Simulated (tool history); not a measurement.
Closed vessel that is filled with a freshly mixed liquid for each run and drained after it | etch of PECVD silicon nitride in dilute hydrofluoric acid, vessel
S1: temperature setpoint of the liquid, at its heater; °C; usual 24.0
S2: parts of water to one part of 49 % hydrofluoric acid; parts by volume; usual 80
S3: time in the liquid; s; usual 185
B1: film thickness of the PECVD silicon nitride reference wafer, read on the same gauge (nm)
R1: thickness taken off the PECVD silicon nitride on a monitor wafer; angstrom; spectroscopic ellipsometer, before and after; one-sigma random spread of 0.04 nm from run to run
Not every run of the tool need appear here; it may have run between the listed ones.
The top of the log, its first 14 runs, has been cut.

| run | hour | S1 | S2 | S3 | B1 | R1 |
|---|---|---|---|---|---|---|
|  | 917.4 | gauge calibrated |
| 15 | 973.4 | 24.0 | 80 | 185 | 89.99 | 65.3 |
| 16 | 1032.6 | 24.0 | 80 | 185 | 89.96 | 65.3 |
|  | 1078.9 | thermometer replaced, repeated, since the last time left the tool worse |
| 17 | 1221.0 | 22.0 | 40 | 185 | 89.99 | 96.8 |
| 18 | 1306.7 | 24.0 | 80 | 185 | 90.02 | 57.6 |
|  | 1329.0 | hydrofluoric acid flow meter replaced |
| 19 | 1360.6 | 24.0 | 80 | 185 | 90.01 | 57.5 |
| 20 | 1404.9 | 25.5 | 110 | 80 | 89.97 | 20.1 |
| 21 | 1446.1 | 24.0 | 80 | 185 | 90.06 | 58.2 |
| 22 | 1527.1 | 20.5 | 90 | 185 | 90.00 | 41.5 |
| 23 | 1580.5 | 24.0 | 115 | 215 | 90.07 | 47.6 |
| 24 | 1661.5 | 24.0 | 115 | 135 | 90.04 | 30.2 |
| 25 | 1744.8 | 22.5 | 80 | 85 | 89.95 | 24.8 |

Run 26 comes next. What will it give?
| 26 | 1791.6 | 21.0 | 70 | 85 | ? | ? |

B1: 89.96
R1: 25.7 angstrom
If the tool had no hidden condition, the same run with the same run-to-run variation would have returned R1 23.9 angstrom.
